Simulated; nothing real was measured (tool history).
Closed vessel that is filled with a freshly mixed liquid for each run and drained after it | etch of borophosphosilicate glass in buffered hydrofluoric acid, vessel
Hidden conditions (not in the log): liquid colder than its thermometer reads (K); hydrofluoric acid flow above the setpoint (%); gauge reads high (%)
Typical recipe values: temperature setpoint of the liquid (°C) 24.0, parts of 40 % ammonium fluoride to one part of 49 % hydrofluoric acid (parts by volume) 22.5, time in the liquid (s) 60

run	hour	temperature setpoint of the liquid (°C)	parts of 40 % ammonium fluoride to one part of 49 % hydrofluoric acid (parts by volume)	time in the liquid (s)	wafers since the last listed run	hours since the thermometer was replaced	hours since the hydrofluoric acid flow meter was replaced	hours since the gauge calibration	read-back film thickness of the borophosphosilicate glass reference wafer, read on the same gauge (nm)	thickness taken off the borophosphosilicate glass on a monitor wafer (Å)
1	0.0	24.0	22.5	60	0	1004.3	1945.8	387.0	110.01	472.5
2	34.1	24.0	28.5	60	3409	1038.4	1979.9	421.1	109.99	402.2
3	81.6	20.5	22.5	60	4749	1085.9	2027.4	468.6	110.01	384.1
4	96.9	20.5	22.5	60	1529	1101.2	2042.7	483.9	110.00	378.8
5	115.3	20.5	22.5	60	1839	1119.6	2061.1	502.3	110.01	388.8
6	142.3	24.0	22.5	60	2699	1146.6	2088.1	529.3	110.03	456.3
# hour 147.0: thermometer replaced
7	163.7	24.0	22.5	60	2039	16.7	2109.5	550.7	110.01	518.9
# hour 169.7: gauge calibrated
8	189.0	24.0	22.5	60	2529	42.0	2134.8	19.3	110.00	514.3
9	216.7	24.0	22.5	80	2769	69.7	2162.5	47.0	110.00	681.2
10	243.4	24.0	22.5	60	2669	96.4	2189.2	73.7	109.96	508.9
11	277.1	24.0	22.5	60	3369	130.1	2222.9	107.4	109.97	513.6
# hour 293.8: hydrofluoric acid flow meter replaced
12	298.4	26.5	25.5	90	2029	151.4	4.6	128.7	109.99	796.1
13	333.1	26.0	25.0	80	3469	186.1	39.3	163.4	110.01	714.1
14	353.2	24.0	30.0	85	2009	206.2	59.4	183.5	110.02	589.6
15	384.7	24.0	15.0	60	3149	237.7	90.9	215.0	110.00	714.0
16	403.4	19.5	14.5	40	1869	256.4	109.6	233.7	109.99	387.1
17	420.3	24.0	22.5	60	1689	273.3	126.5	250.6	110.01	494.6
18	449.6	24.0	19.0	30	2929	302.6	155.8	279.9	110.01	292.5

Below are 3 alternative next runs, each starting from the tool's condition after run 18. Predict each:
A	450.3	24.0	22.5	60	69	303.3	156.5	280.6	?	?
B	450.3	24.0	30.0	60	69	303.3	156.5	280.6	?	?
C	450.3	24.0	22.5	35	69	303.3	156.5	280.6	?	?

run	read-back film thickness of the borophosphosilicate glass reference wafer, read on the same gauge (nm)	thickness taken off the borophosphosilicate glass on a monitor wafer (Å)
A	109.99	507.0
B	109.99	415.5
C	109.99	295.8
Take away the tool's hidden state, keep each run's random variation, and the runs would have read:
run	thickness taken off the borophosphosilicate glass on a monitor wafer (Å)
A	533.9
B	437.7
C	311.5

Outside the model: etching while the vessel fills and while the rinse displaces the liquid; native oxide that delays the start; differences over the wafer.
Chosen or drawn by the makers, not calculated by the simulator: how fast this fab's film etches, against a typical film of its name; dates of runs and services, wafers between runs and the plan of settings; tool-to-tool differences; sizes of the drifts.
